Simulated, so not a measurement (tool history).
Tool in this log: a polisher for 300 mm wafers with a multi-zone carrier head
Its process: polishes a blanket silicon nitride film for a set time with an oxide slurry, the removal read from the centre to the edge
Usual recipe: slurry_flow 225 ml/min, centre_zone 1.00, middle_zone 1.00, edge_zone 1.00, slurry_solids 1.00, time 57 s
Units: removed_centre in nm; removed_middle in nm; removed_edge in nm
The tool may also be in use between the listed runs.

run	hour	slurry_flow	centre_zone	middle_zone	edge_zone	slurry_solids	time	wafers since the last listed run	wafers polished on this pad	hours since the slurry nozzle was cleaned	hours since the centre zone pressure was calibrated	hours since the edge zone pressure was calibrated	hours since the carrier head's membrane was replaced	incoming thickness of the incoming film, nm	removed_centre	removed_middle	removed_edge
1	0.0	225	1.00	1.00	1.00	1.00	57	0	479	38.6	47.3	272.1	585.6	601.5	49.7	49.9	50.6
2	37.4	225	1.00	1.00	1.00	1.00	57	318	797	76.0	84.7	309.5	623.0	607.4	50.2	50.1	49.5
3	65.9	225	1.00	1.00	1.00	1.00	57	242	1040	104.5	113.2	338.0	651.5	612.6	50.8	49.6	49.7
4	101.9	225	1.00	1.05	1.00	1.00	57	306	1346	140.5	149.2	374.0	687.5	613.3	49.9	52.1	50.1
# hour 120.2: worn pad replaced by a new one
5	149.9	225	1.00	1.05	1.00	1.00	57	374	253	188.5	197.2	422.0	735.5	619.3	51.6	53.0	49.2
6	208.4	225	0.96	1.00	1.00	1.00	57	497	750	247.0	255.7	480.5	794.0	605.8	48.6	50.3	50.4
7	254.4	265	1.00	1.00	1.00	1.00	57	391	1141	293.0	301.7	526.5	840.0	612.8	52.0	50.8	49.1
# hour 291.3: slurry nozzle cleaned
# hour 319.6: worn pad replaced by a new one
8	320.1	265	1.00	1.00	1.00	1.00	57	516	4	28.8	367.4	592.2	905.7	613.0	51.0	52.5	50.3
# hour 341.7: centre zone pressure recalibrated
9	370.8	225	1.00	0.90	1.00	1.15	57	414	418	79.5	29.1	642.9	956.4	606.0	55.8	50.1	53.7
# hour 391.2: carrier head's membrane replaced by a new one
10	411.3	225	1.00	1.00	1.00	1.00	57	301	720	120.0	69.6	683.4	20.1	600.6	50.3	50.0	50.8
11	444.1	225	1.07	1.00	1.00	1.00	57	278	999	152.8	102.4	716.2	52.9	608.4	53.5	49.9	49.4
# hour 507.6: worn pad replaced by a new one
12	511.8	225	1.00	1.00	1.00	1.15	51	541	35	220.5	170.1	783.9	120.6	606.9	49.9	49.6	48.8
# hour 581.7: slurry nozzle cleaned
13	669.4	225	1.00	1.00	0.94	1.00	39	1331	1367	87.7	327.7	941.5	278.2	611.3	34.9	35.2	32.6
# hour 690.1: edge zone pressure recalibrated
# hour 711.2: worn pad replaced by a new one
14	716.4	225	1.00	1.00	1.00	1.00	57	348	43	134.7	374.7	26.3	325.2	617.8	49.4	49.7	49.2
15	777.0	225	1.00	1.00	1.00	1.15	57	515	559	195.3	435.3	86.9	385.8	618.6	54.2	55.2	53.2
# hour 785.0: centre zone pressure recalibrated
16	821.8	225	1.00	1.00	1.00	1.00	57	364	923	240.1	36.8	131.7	430.6	612.3	51.8	50.1	49.1
17	889.9	225	1.00	1.00	1.08	1.00	57	579	1502	308.2	104.9	199.8	498.7	611.0	50.7	50.2	52.5

Here are 4 independent what-if runs from the current tool condition. What would each one return?
A	890.3	225	1.00	1.00	1.00	1.00	57	3	1505	308.6	105.3	200.2	499.1	609.5	?	?	?
B	890.3	225	1.00	1.00	1.00	1.10	57	3	1505	308.6	105.3	200.2	499.1	609.5	?	?	?
C	890.3	300	1.00	1.00	0.88	1.00	57	3	1505	308.6	105.3	200.2	499.1	609.5	?	?	?
D	890.3	225	1.04	0.92	1.00	1.10	63	3	1505	308.6	105.3	200.2	499.1	609.5	?	?	?

run	removed_centre	removed_middle	removed_edge
A	49.9	50.7	51.1
B	52.8	53.6	54.0
C	51.6	52.2	49.2
D	60.7	55.2	59.8
The same runs, with their run-to-run variation unchanged, on a tool lacking any hidden condition would have given:
run	removed_centre	removed_middle	removed_edge
A	49.9	50.7	51.1
B	52.8	53.6	54.0
C	51.6	52.2	49.2
D	60.7	55.2	59.8

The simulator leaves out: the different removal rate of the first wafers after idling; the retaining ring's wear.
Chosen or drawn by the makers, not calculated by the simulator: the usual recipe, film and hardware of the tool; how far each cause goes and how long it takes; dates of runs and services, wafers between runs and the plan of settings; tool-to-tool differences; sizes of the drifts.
